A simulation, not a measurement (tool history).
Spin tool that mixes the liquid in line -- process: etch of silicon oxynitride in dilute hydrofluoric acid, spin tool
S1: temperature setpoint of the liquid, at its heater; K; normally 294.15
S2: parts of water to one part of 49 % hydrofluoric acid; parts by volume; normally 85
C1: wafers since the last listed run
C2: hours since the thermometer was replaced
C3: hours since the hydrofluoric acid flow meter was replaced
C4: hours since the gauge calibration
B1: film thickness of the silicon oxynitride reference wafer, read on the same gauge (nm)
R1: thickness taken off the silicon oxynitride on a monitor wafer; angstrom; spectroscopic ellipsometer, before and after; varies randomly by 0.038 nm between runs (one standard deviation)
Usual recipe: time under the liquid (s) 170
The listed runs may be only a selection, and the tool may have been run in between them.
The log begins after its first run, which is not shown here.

Run 2, hour 17.5: usual settings; C1 175; C2 2522.7; C3 1802.2; C4 684.4; B1 92.186. Result: R1 45.39 angstrom.
Run 3, hour 34.6: usual settings; C1 171; C2 2539.8; C3 1819.3; C4 701.5; B1 92.278. Result: R1 46.42 angstrom.
Run 4, hour 51.8: usual settings; C1 172; C2 2557.0; C3 1836.5; C4 718.7; B1 92.439. Result: R1 46.51 angstrom.
Run 5, hour 65.2: usual settings but S2 105 parts by volume; C1 134; C2 2570.4; C3 1849.9; C4 732.1; B1 92.503. Result: R1 37.27 angstrom.
Run 6, hour 81.2: usual settings but S2 105 parts by volume; C1 160; C2 2586.4; C3 1865.9; C4 748.1; B1 92.667. Result: R1 37.38 angstrom.
Run 7, hour 102.4: usual settings but S2 105 parts by volume; C1 212; C2 2607.6; C3 1887.1; C4 769.3; B1 92.773. Result: R1 37.68 angstrom.
Run 8, hour 125.2: usual settings but S2 110 parts by volume; C1 228; C2 2630.4; C3 1909.9; C4 792.1; B1 92.988. Result: R1 35.50 angstrom.
Run 9, hour 141.3: usual settings but S2 110 parts by volume; C1 161; C2 2646.5; C3 1926.0; C4 808.2; B1 93.057. Result: R1 35.63 angstrom.
Run 10, hour 160.4: usual settings but S1 292.15 K, S2 70 parts by volume; C1 191; C2 2665.6; C3 1945.1; C4 827.3; B1 93.247. Result: R1 52.18 angstrom.
At hour 173.9: gauge calibrated.
Run 11, hour 183.3: usual settings but S1 292.15 K, S2 70 parts by volume; C1 229; C2 2688.5; C3 1968.0; C4 9.4; B1 90.189. Result: R1 49.78 angstrom.
Run 12, hour 207.3: usual settings but S1 292.15 K, S2 70 parts by volume; C1 240; C2 2712.5; C3 1992.0; C4 33.4; B1 90.236. Result: R1 49.79 angstrom.
Run 13, hour 229.5: usual settings; C1 222; C2 2734.7; C3 2014.2; C4 55.6; B1 90.184. Result: R1 45.41 angstrom.
Run 14, hour 261.1: usual settings but S2 75 parts by volume; C1 317; C2 2766.3; C3 2045.8; C4 87.2; B1 90.244. Result: R1 51.79 angstrom.
Run 15, hour 290.0: usual settings but S2 60 parts by volume; C1 290; C2 2795.2; C3 2074.7; C4 116.1; B1 90.284. Result: R1 65.38 angstrom.
At hour 299.1: hydrofluoric acid flow meter replaced.
Run 16, hour 306.6: usual settings but S1 292.15 K, S2 100 parts by volume, time under the liquid (s) 125; C1 156; C2 2811.8; C3 7.5; C4 132.7; B1 90.306. Result: R1 25.50 angstrom.
Run 17, hour 326.3: usual settings but S1 296.15 K, S2 65 parts by volume, time under the liquid (s) 270; C1 197; C2 2831.5; C3 27.2; C4 152.4; B1 90.326. Result: R1 107.37 angstrom.
At hour 360.5: thermometer replaced.
Run 18, hour 388.6: usual settings; C1 615; C2 28.1; C3 89.5; C4 214.7; B1 90.430. Result: R1 45.30 angstrom.
Run 19, hour 415.5: usual settings but S1 298.15 K, S2 60 parts by volume, time under the liquid (s) 255; C1 270; C2 55.0; C3 116.4; C4 241.6; B1 90.479. Result: R1 120.82 angstrom.
Run 20, hour 429.3: usual settings but S1 297.15 K; C1 138; C2 68.8; C3 130.2; C4 255.4; B1 90.514. Result: R1 52.67 angstrom.
Run 21, hour 459.2: usual settings; C1 300; C2 98.7; C3 160.1; C4 285.3; B1 90.595. Result: R1 46.10 angstrom.
Run 22, hour 480.2: usual settings but S1 292.15 K, time under the liquid (s) 220; C1 210; C2 119.7; C3 181.1; C4 306.3; B1 90.691. Result: R1 54.17 angstrom.
Run 23, hour 510.4: usual settings; C1 303; C2 149.9; C3 211.3; C4 336.5; B1 90.731. Result: R1 45.21 angstrom.
Run 24, hour 538.5: usual settings but S1 297.65 K, time under the liquid (s) 80; C1 282; C2 178.0; C3 239.4; C4 364.6; B1 90.893. Result: R1 25.37 angstrom.
Run 25, hour 553.8: usual settings; C1 153; C2 193.3; C3 254.7; C4 379.9; B1 90.935. Result: R1 45.51 angstrom.

Forecast run 26:
Run 26, hour 567.3: usual settings; C1 135; C2 206.8; C3 268.2; C4 393.4; B1 ?. Result: R1 ?.

B1: 90.977
R1: 45.43 angstrom
If the tool had no hidden condition, the same run with the same run-to-run variation would have returned R1 44.95 angstrom.
